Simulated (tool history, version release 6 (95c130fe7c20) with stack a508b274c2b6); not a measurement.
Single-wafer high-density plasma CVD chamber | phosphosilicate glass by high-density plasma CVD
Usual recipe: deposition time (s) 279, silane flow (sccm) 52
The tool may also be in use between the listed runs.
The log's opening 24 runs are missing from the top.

run	hour	deposition time (s)	silane flow (sccm)	read-back reference wafer on the same gauge, thickness_nm	mean film thickness on the monitor wafer (angstrom)
25	1333.0	279	52	1250.349	14004.27
26	1388.7	279	52	1250.480	13966.94
27	1421.1	227	47	1250.396	10370.19
28	1479.8	295	46	1249.960	13209.81
29	1537.5	307	48	1250.450	14300.68
30	1587.0	315	45	1249.631	13863.92
31	1620.6	279	61	1248.251	15919.80
32	1689.4	333	48	1249.332	15474.22
33	1719.2	254	45	1250.213	11229.87
34	1751.9	311	48	1248.198	14452.71
35	1823.4	279	52	1249.443	13797.09
36	1881.7	308	61	1249.381	17559.21
# hour 1901.2: gauge calibrated
37	1915.2	257	52	1248.986	12746.91
38	1956.7	279	44	1250.161	11893.60
39	2009.0	246	47	1250.991	11164.15
40	2074.9	334	44	1250.096	14390.02
41	2141.3	323	56	1249.044	16966.27
42	2208.6	329	52	1250.932	16304.51
43	2272.7	247	60	1249.678	13692.10
44	2338.3	320	47	1248.796	14438.56
45	2391.2	299	57	1250.738	15877.79

Here are 5 independent what-if runs from the current tool condition. What would each one return?
A	2391.7	279	52	?	?
B	2391.7	230	42	?	?
C	2391.7	261	46	?	?
D	2391.7	247	52	?	?
E	2391.7	279	43	?	?

run	read-back reference wafer on the same gauge, thickness_nm	mean film thickness on the monitor wafer (angstrom)
A	1250.172	13802.92
B	1250.172	9505.52
C	1250.172	11636.98
D	1250.172	12219.79
E	1250.172	11757.84
Without the tool's unlogged condition, the same runs would have read:
run	mean film thickness on the monitor wafer (angstrom)
A	14130.88
B	9731.37
C	11913.48
D	12510.13
E	12037.21
